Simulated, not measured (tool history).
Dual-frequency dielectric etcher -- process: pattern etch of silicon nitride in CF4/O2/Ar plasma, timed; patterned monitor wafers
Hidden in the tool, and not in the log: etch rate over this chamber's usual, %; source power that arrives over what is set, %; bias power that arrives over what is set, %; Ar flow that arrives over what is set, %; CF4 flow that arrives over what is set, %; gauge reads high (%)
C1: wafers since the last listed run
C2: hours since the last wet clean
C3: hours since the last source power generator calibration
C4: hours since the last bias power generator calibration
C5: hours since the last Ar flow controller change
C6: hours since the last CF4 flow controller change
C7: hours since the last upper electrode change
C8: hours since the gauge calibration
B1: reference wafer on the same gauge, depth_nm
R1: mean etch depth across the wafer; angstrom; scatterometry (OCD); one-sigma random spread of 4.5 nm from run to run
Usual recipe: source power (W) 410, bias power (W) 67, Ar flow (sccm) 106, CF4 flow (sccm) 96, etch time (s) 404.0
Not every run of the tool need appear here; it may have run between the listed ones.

{"run": 1, "hour": 0.0, "source power (W)": 410, "bias power (W)": 67, "Ar flow (sccm)": 124, "CF4 flow (sccm)": 109, "etch time (s)": 404.0, "C1": 0, "C2": 83.7, "C3": 1132.9, "C4": 3518.5, "C5": 572.3, "C6": 1376.8, "C7": 1962.4, "C8": 1774.3, "B1": 723.4, "R1": 7767}
{"run": 2, "hour": 105.4, "source power (W)": 410, "bias power (W)": 67, "Ar flow (sccm)": 106, "CF4 flow (sccm)": 112, "etch time (s)": 404.0, "C1": 446, "C2": 189.1, "C3": 1238.3, "C4": 3623.9, "C5": 677.7, "C6": 1482.2, "C7": 2067.8, "C8": 1879.7, "B1": 721.9, "R1": 7888}
{"hour": 210.4, "done": "upper electrode replaced"}
{"run": 3, "hour": 210.9, "source power (W)": 410, "bias power (W)": 67, "Ar flow (sccm)": 106, "CF4 flow (sccm)": 96, "etch time (s)": 404.0, "C1": 345, "C2": 294.6, "C3": 1343.8, "C4": 3729.4, "C5": 783.2, "C6": 1587.7, "C7": 0.5, "C8": 1985.2, "B1": 724.3, "R1": 7841}
{"hour": 263.4, "done": "bias power generator calibrated"}
{"run": 4, "hour": 297.6, "source power (W)": 410, "bias power (W)": 67, "Ar flow (sccm)": 121, "CF4 flow (sccm)": 96, "etch time (s)": 404.0, "C1": 350, "C2": 381.3, "C3": 1430.5, "C4": 34.2, "C5": 869.9, "C6": 1674.4, "C7": 87.2, "C8": 2071.9, "B1": 724.1, "R1": 7620}
{"hour": 348.3, "done": "CF4 flow controller replaced"}
{"run": 5, "hour": 396.7, "source power (W)": 410, "bias power (W)": 67, "Ar flow (sccm)": 106, "CF4 flow (sccm)": 96, "etch time (s)": 404.0, "C1": 394, "C2": 480.4, "C3": 1529.6, "C4": 133.3, "C5": 969.0, "C6": 48.4, "C7": 186.3, "C8": 2171.0, "B1": 723.7, "R1": 7721}
{"hour": 417.7, "done": "gauge calibrated"}
{"run": 6, "hour": 467.3, "source power (W)": 360, "bias power (W)": 67, "Ar flow (sccm)": 128, "CF4 flow (sccm)": 96, "etch time (s)": 404.0, "C1": 299, "C2": 551.0, "C3": 1600.2, "C4": 203.9, "C5": 1039.6, "C6": 119.0, "C7": 256.9, "C8": 49.6, "B1": 722.7, "R1": 6831}
{"run": 7, "hour": 532.1, "source power (W)": 410, "bias power (W)": 67, "Ar flow (sccm)": 106, "CF4 flow (sccm)": 96, "etch time (s)": 404.0, "C1": 274, "C2": 615.8, "C3": 1665.0, "C4": 268.7, "C5": 1104.4, "C6": 183.8, "C7": 321.7, "C8": 114.4, "B1": 723.7, "R1": 7846}
{"run": 8, "hour": 590.6, "source power (W)": 410, "bias power (W)": 67, "Ar flow (sccm)": 106, "CF4 flow (sccm)": 96, "etch time (s)": 404.0, "C1": 247, "C2": 674.3, "C3": 1723.5, "C4": 327.2, "C5": 1162.9, "C6": 242.3, "C7": 380.2, "C8": 172.9, "B1": 723.2, "R1": 7792}
{"run": 9, "hour": 649.5, "source power (W)": 410, "bias power (W)": 54, "Ar flow (sccm)": 106, "CF4 flow (sccm)": 111, "etch time (s)": 404.0, "C1": 249, "C2": 733.2, "C3": 1782.4, "C4": 386.1, "C5": 1221.8, "C6": 301.2, "C7": 439.1, "C8": 231.8, "B1": 723.9, "R1": 7277}
{"hour": 675.7, "done": "wet clean of the chamber"}
{"run": 10, "hour": 689.0, "source power (W)": 410, "bias power (W)": 67, "Ar flow (sccm)": 106, "CF4 flow (sccm)": 96, "etch time (s)": 404.0, "C1": 65, "C2": 13.3, "C3": 1821.9, "C4": 425.6, "C5": 1261.3, "C6": 340.7, "C7": 478.6, "C8": 271.3, "B1": 722.7, "R1": 7756}
{"run": 11, "hour": 734.1, "source power (W)": 410, "bias power (W)": 67, "Ar flow (sccm)": 115, "CF4 flow (sccm)": 102, "etch time (s)": 404.0, "C1": 191, "C2": 58.4, "C3": 1867.0, "C4": 470.7, "C5": 1306.4, "C6": 385.8, "C7": 523.7, "C8": 316.4, "B1": 723.8, "R1": 7814}
{"hour": 788.1, "done": "source power generator calibrated"}
{"run": 12, "hour": 804.2, "source power (W)": 410, "bias power (W)": 53, "Ar flow (sccm)": 96, "CF4 flow (sccm)": 104, "etch time (s)": 334.5, "C1": 280, "C2": 128.5, "C3": 16.1, "C4": 540.8, "C5": 1376.5, "C6": 455.9, "C7": 593.8, "C8": 386.5, "B1": 724.5, "R1": 6075}
{"run": 13, "hour": 892.9, "source power (W)": 350, "bias power (W)": 79, "Ar flow (sccm)": 89, "CF4 flow (sccm)": 96, "etch time (s)": 404.0, "C1": 375, "C2": 217.2, "C3": 104.8, "C4": 629.5, "C5": 1465.2, "C6": 544.6, "C7": 682.5, "C8": 475.2, "B1": 723.6, "R1": 7468}
{"run": 14, "hour": 961.0, "source power (W)": 470, "bias power (W)": 67, "Ar flow (sccm)": 90, "CF4 flow (sccm)": 96, "etch time (s)": 404.0, "C1": 288, "C2": 285.3, "C3": 172.9, "C4": 697.6, "C5": 1533.3, "C6": 612.7, "C7": 750.6, "C8": 543.3, "B1": 723.8, "R1": 8914}
{"hour": 1035.0, "done": "Ar flow controller replaced"}
{"run": 15, "hour": 1060.9, "source power (W)": 410, "bias power (W)": 84, "Ar flow (sccm)": 106, "CF4 flow (sccm)": 79, "etch time (s)": 285.0, "C1": 397, "C2": 385.2, "C3": 272.8, "C4": 797.5, "C5": 25.9, "C6": 712.6, "C7": 850.5, "C8": 643.2, "B1": 723.8, "R1": 5872}
{"run": 16, "hour": 1105.0, "source power (W)": 510, "bias power (W)": 67, "Ar flow (sccm)": 106, "CF4 flow (sccm)": 113, "etch time (s)": 404.0, "C1": 186, "C2": 429.3, "C3": 316.9, "C4": 841.6, "C5": 70.0, "C6": 756.7, "C7": 894.6, "C8": 687.3, "B1": 722.5, "R1": 9311}
{"run": 17, "hour": 1190.3, "source power (W)": 410, "bias power (W)": 67, "Ar flow (sccm)": 106, "CF4 flow (sccm)": 96, "etch time (s)": 500.5, "C1": 361, "C2": 514.6, "C3": 402.2, "C4": 926.9, "C5": 155.3, "C6": 842.0, "C7": 979.9, "C8": 772.6, "B1": 723.6, "R1": 9702}
{"run": 18, "hour": 1295.5, "source power (W)": 410, "bias power (W)": 67, "Ar flow (sccm)": 106, "CF4 flow (sccm)": 96, "etch time (s)": 404.0, "C1": 445, "C2": 619.8, "C3": 507.4, "C4": 1032.1, "C5": 260.5, "C6": 947.2, "C7": 1085.1, "C8": 877.8, "B1": 724.1, "R1": 7757}
{"hour": 1339.5, "done": "wet clean of the chamber"}
{"run": 19, "hour": 1351.3, "source power (W)": 410, "bias power (W)": 62, "Ar flow (sccm)": 121, "CF4 flow (sccm)": 96, "etch time (s)": 351.5, "C1": 134, "C2": 11.8, "C3": 563.2, "C4": 1087.9, "C5": 316.3, "C6": 1003.0, "C7": 1140.9, "C8": 933.6, "B1": 723.8, "R1": 6462}
{"run": 20, "hour": 1390.5, "source power (W)": 410, "bias power (W)": 67, "Ar flow (sccm)": 106, "CF4 flow (sccm)": 96, "etch time (s)": 404.0, "C1": 166, "C2": 51.0, "C3": 602.4, "C4": 1127.1, "C5": 355.5, "C6": 1042.2, "C7": 1180.1, "C8": 972.8, "B1": 723.9, "R1": 7782}
{"run": 21, "hour": 1456.9, "source power (W)": 410, "bias power (W)": 67, "Ar flow (sccm)": 106, "CF4 flow (sccm)": 96, "etch time (s)": 404.0, "C1": 281, "C2": 117.4, "C3": 668.8, "C4": 1193.5, "C5": 421.9, "C6": 1108.6, "C7": 1246.5, "C8": 1039.2, "B1": 722.6, "R1": 7774}

Here are 4 independent what-if runs from the current tool condition. What would each one return?
{"run": "A", "hour": 1457.4, "source power (W)": 410, "bias power (W)": 79, "Ar flow (sccm)": 106, "CF4 flow (sccm)": 96, "etch time (s)": 404.0, "C1": 2, "C2": 117.9, "C3": 669.3, "C4": 1194.0, "C5": 422.4, "C6": 1109.1, "C7": 1247.0, "C8": 1039.7, "B1": "?", "R1": "?"}
{"run": "B", "hour": 1457.4, "source power (W)": 410, "bias power (W)": 67, "Ar flow (sccm)": 106, "CF4 flow (sccm)": 111, "etch time (s)": 404.0, "C1": 2, "C2": 117.9, "C3": 669.3, "C4": 1194.0, "C5": 422.4, "C6": 1109.1, "C7": 1247.0, "C8": 1039.7, "B1": "?", "R1": "?"}
{"run": "C", "hour": 1457.4, "source power (W)": 410, "bias power (W)": 73, "Ar flow (sccm)": 131, "CF4 flow (sccm)": 96, "etch time (s)": 404.0, "C1": 2, "C2": 117.9, "C3": 669.3, "C4": 1194.0, "C5": 422.4, "C6": 1109.1, "C7": 1247.0, "C8": 1039.7, "B1": "?", "R1": "?"}
{"run": "D", "hour": 1457.4, "source power (W)": 450, "bias power (W)": 58, "Ar flow (sccm)": 106, "CF4 flow (sccm)": 89, "etch time (s)": 404.0, "C1": 2, "C2": 117.9, "C3": 669.3, "C4": 1194.0, "C5": 422.4, "C6": 1109.1, "C7": 1247.0, "C8": 1039.7, "B1": "?", "R1": "?"}

run=A B1=723.1 R1=8244
run=B B1=723.1 R1=7867
run=C B1=723.1 R1=7783
run=D B1=723.1 R1=7865
With no hidden state in the tool, these same runs would have given:
run=A R1=8244
run=B R1=7867
run=C R1=7783
run=D R1=7865
